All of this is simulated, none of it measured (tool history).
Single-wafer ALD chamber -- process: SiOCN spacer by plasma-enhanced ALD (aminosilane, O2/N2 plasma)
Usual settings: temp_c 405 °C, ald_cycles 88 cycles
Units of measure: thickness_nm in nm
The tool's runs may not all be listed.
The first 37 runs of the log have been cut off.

run	hour	temp_c	ald_cycles	wafers since the last listed run	hours since the last thermocouple change	hours since the gauge calibration	read-back reference wafer on the same gauge, thickness_nm	thickness_nm
38	471.4	405	88	52	266.1	211.4	4.549	5.074
39	507.5	395	78	113	302.2	247.5	4.547	4.608
40	525.3	401	96	56	320.0	265.3	4.551	5.656
41	538.5	405	88	41	333.2	278.5	4.551	5.097
42	554.8	395	88	51	349.5	294.8	4.552	5.138
43	567.5	397	88	40	362.2	307.5	4.550	5.131
44	583.7	412	100	51	378.4	323.7	4.551	5.655
45	601.5	411	75	56	396.2	341.5	4.551	4.255
46	613.2	420	96	36	407.9	353.2	4.553	5.297
47	623.8	405	88	33	418.5	363.8	4.552	5.094

Predict each of these 4 candidate next runs independently; none follows another, all start after run 47:
A	624.4	400	88	1	419.1	364.4	?	?
B	624.4	392	88	1	419.1	364.4	?	?
C	624.4	391	105	1	419.1	364.4	?	?
D	624.4	416	82	1	419.1	364.4	?	?

run	read-back reference wafer on the same gauge, thickness_nm	thickness_nm
A	4.554	5.163
B	4.554	5.163
C	4.554	6.160
D	4.554	4.568
The same runs, with their run-to-run variation unchanged, on a tool lacking any hidden condition would have given:
run	thickness_nm
A	5.163
B	5.163
C	6.160
D	4.568
